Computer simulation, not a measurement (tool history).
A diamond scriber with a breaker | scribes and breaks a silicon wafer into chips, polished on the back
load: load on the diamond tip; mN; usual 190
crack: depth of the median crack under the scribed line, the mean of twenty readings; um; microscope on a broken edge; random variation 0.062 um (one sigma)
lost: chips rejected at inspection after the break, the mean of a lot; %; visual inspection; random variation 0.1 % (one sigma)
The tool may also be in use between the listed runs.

run	day	load	wafers since the last listed run	hours since the diamond tip was replaced	hours since the load on the tip was calibrated	incoming depth of the damage left on the back of the incoming wafer, um	crack	lost
1	0	177	0	790.2	875.2	0.02	8.53	11.9
2	0.479	218	29	801.7	886.7	0.03	9.82	5.99
3	1.317	218	50	821.8	906.8	0.01	9.68	5.79
4	1.762	218	27	832.5	917.5	0.04	9.78	5.85
5	2.042	157	16	839.2	924.2	0.03	7.72	20.86
6	2.408	190	22	848	933	0.03	8.76	12.5
7	3.117	190	42	865	950	0.03	8.71	11.48
# day 3.246: load on the tip recalibrated
8	3.408	190	12	872	3.9	0.05	9.7	4.89
9	4.033	210	37	887	18.9	0.04	10.3	4.09
10	4.625	165	35	901.2	33.1	0.05	8.61	11.86
11	5.012	211	23	910.5	42.4	0.04	10.1	3.88
# day 5.625: diamond tip replaced by a new one
12	6.742	190	99	26.8	83.9	0.03	11.41	1.58
13	7.217	190	28	38.2	95.3	0.03	11.45	1.7
14	7.504	238	17	45.1	102.2	0.02	13.3	2.28
15	7.838	143	20	53.1	110.2	0.02	9.29	7.84
16	8.446	220	36	67.7	124.8	0.03	12.37	1.41
17	8.812	222	22	76.5	133.6	0.04	12.39	1.41

Below are 4 alternative next runs, each starting from the tool's condition after run 17. Predict each:
A	8.842	190	1	77.2	134.3	0.02	?	?
B	8.842	224	1	77.2	134.3	0.02	?	?
C	8.842	155	1	77.2	134.3	0.02	?	?
D	8.842	219	1	77.2	134.3	0.02	?	?

run	crack	lost
A	11.08	1.91
B	12.41	1.48
C	9.62	6.32
D	12.22	1.37
Take away the tool's hidden state, keep each run's random variation, and the runs would have read:
run	crack	lost
A	11.93	1.31
B	13.36	2.73
C	10.35	3.5
D	13.16	2.37
